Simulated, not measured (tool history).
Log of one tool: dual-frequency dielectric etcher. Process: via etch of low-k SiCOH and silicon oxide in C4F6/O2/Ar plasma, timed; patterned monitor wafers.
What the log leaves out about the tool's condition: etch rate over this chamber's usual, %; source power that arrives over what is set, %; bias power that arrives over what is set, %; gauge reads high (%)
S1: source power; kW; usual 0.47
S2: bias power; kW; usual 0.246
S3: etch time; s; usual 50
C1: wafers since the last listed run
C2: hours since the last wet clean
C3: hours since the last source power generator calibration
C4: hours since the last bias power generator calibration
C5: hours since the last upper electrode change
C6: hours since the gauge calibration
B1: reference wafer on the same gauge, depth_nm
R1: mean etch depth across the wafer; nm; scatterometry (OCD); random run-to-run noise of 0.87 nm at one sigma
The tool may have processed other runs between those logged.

{"run": 1, "hour": 0.0, "S1": 0.47, "S2": 0.246, "S3": 50, "C1": 0, "C2": 297.1, "C3": 2793.4, "C4": 1582.1, "C5": 843.4, "C6": 843.2, "B1": 148.1, "R1": 142.3}
{"run": 2, "hour": 29.7, "S1": 0.47, "S2": 0.246, "S3": 50, "C1": 390, "C2": 326.8, "C3": 2823.1, "C4": 1611.8, "C5": 873.1, "C6": 872.9, "B1": 147.8, "R1": 143.4}
{"hour": 87.1, "done": "gauge calibrated"}
{"run": 3, "hour": 197.5, "S1": 0.47, "S2": 0.246, "S3": 50, "C1": 2205, "C2": 494.6, "C3": 2990.9, "C4": 1779.6, "C5": 1040.9, "C6": 110.4, "B1": 148.2, "R1": 140.2}
{"hour": 281.6, "done": "wet clean of the chamber"}
{"run": 4, "hour": 282.1, "S1": 0.47, "S2": 0.246, "S3": 50, "C1": 796, "C2": 0.5, "C3": 3075.5, "C4": 1864.2, "C5": 1125.5, "C6": 195, "B1": 147.9, "R1": 145.1}
{"run": 5, "hour": 314.3, "S1": 0.47, "S2": 0.246, "S3": 50, "C1": 423, "C2": 32.7, "C3": 3107.7, "C4": 1896.4, "C5": 1157.7, "C6": 227.2, "B1": 148, "R1": 145.9}
{"run": 6, "hour": 368.1, "S1": 0.47, "S2": 0.282, "S3": 50, "C1": 707, "C2": 86.5, "C3": 3161.5, "C4": 1950.2, "C5": 1211.5, "C6": 281, "B1": 147.7, "R1": 155}
{"run": 7, "hour": 430.8, "S1": 0.41, "S2": 0.246, "S3": 50, "C1": 824, "C2": 149.2, "C3": 3224.2, "C4": 2012.9, "C5": 1274.2, "C6": 343.7, "B1": 148.1, "R1": 134.5}
{"run": 8, "hour": 458.9, "S1": 0.41, "S2": 0.246, "S3": 50, "C1": 369, "C2": 177.3, "C3": 3252.3, "C4": 2041, "C5": 1302.3, "C6": 371.8, "B1": 148.3, "R1": 133.6}
{"run": 9, "hour": 536.4, "S1": 0.41, "S2": 0.246, "S3": 50, "C1": 1018, "C2": 254.8, "C3": 3329.8, "C4": 2118.5, "C5": 1379.8, "C6": 449.3, "B1": 147.9, "R1": 133.2}
{"hour": 561.2, "done": "bias power generator calibrated"}
{"run": 10, "hour": 569.4, "S1": 0.47, "S2": 0.246, "S3": 50, "C1": 381, "C2": 287.8, "C3": 3362.8, "C4": 8.2, "C5": 1412.8, "C6": 482.3, "B1": 148.1, "R1": 142.5}
{"run": 11, "hour": 617.9, "S1": 0.47, "S2": 0.246, "S3": 50, "C1": 637, "C2": 336.3, "C3": 3411.3, "C4": 56.7, "C5": 1461.3, "C6": 530.8, "B1": 148.1, "R1": 141.3}
{"run": 12, "hour": 647.5, "S1": 0.47, "S2": 0.246, "S3": 50, "C1": 389, "C2": 365.9, "C3": 3440.9, "C4": 86.3, "C5": 1490.9, "C6": 560.4, "B1": 147.9, "R1": 142.1}
{"run": 13, "hour": 686.0, "S1": 0.47, "S2": 0.246, "S3": 50, "C1": 505, "C2": 404.4, "C3": 3479.4, "C4": 124.8, "C5": 1529.4, "C6": 598.9, "B1": 147.8, "R1": 141.9}
{"run": 14, "hour": 752.1, "S1": 0.47, "S2": 0.272, "S3": 50, "C1": 868, "C2": 470.5, "C3": 3545.5, "C4": 190.9, "C5": 1595.5, "C6": 665, "B1": 148.3, "R1": 148.6}
{"run": 15, "hour": 817.8, "S1": 0.47, "S2": 0.246, "S3": 57.5, "C1": 863, "C2": 536.2, "C3": 3611.2, "C4": 256.6, "C5": 1661.2, "C6": 730.7, "B1": 148.1, "R1": 160.5}
{"run": 16, "hour": 876.9, "S1": 0.47, "S2": 0.246, "S3": 50, "C1": 776, "C2": 595.3, "C3": 3670.3, "C4": 315.7, "C5": 1720.3, "C6": 789.8, "B1": 147.7, "R1": 138.9}
{"hour": 918.2, "done": "wet clean of the chamber"}
{"run": 17, "hour": 918.7, "S1": 0.51, "S2": 0.246, "S3": 35.5, "C1": 233, "C2": 0.5, "C3": 3712.1, "C4": 357.5, "C5": 1762.1, "C6": 831.6, "B1": 148.1, "R1": 108.5}
{"hour": 932.7, "done": "gauge calibrated"}
{"run": 18, "hour": 942.5, "S1": 0.47, "S2": 0.246, "S3": 50, "C1": 312, "C2": 24.3, "C3": 3735.9, "C4": 381.3, "C5": 1785.9, "C6": 9.8, "B1": 147.8, "R1": 144.2}
{"hour": 967.2, "done": "upper electrode replaced, of another model than before"}
{"run": 19, "hour": 975.4, "S1": 0.47, "S2": 0.246, "S3": 50, "C1": 116, "C2": 57.2, "C3": 3768.8, "C4": 414.2, "C5": 8.2, "C6": 42.7, "B1": 148.1, "R1": 145.7}
{"run": 20, "hour": 1006.5, "S1": 0.54, "S2": 0.221, "S3": 50, "C1": 408, "C2": 88.3, "C3": 3799.9, "C4": 445.3, "C5": 39.3, "C6": 73.8, "B1": 148.2, "R1": 156.7}

Run 21, settings as shown, results not yet in. Your forecast:
{"hour": 1023.0, "done": "source power generator calibrated"}
{"run": 21, "hour": 1074.3, "S1": 0.53, "S2": 0.287, "S3": 40.5, "C1": 838, "C2": 156.1, "C3": 51.3, "C4": 513.1, "C5": 107.1, "C6": 141.6, "B1": "?", "R1": "?"}

Logged for run 21: B1 147.8, R1 136.2 nm.
With no hidden state in the tool, this same run would have given R1 137.6 nm.
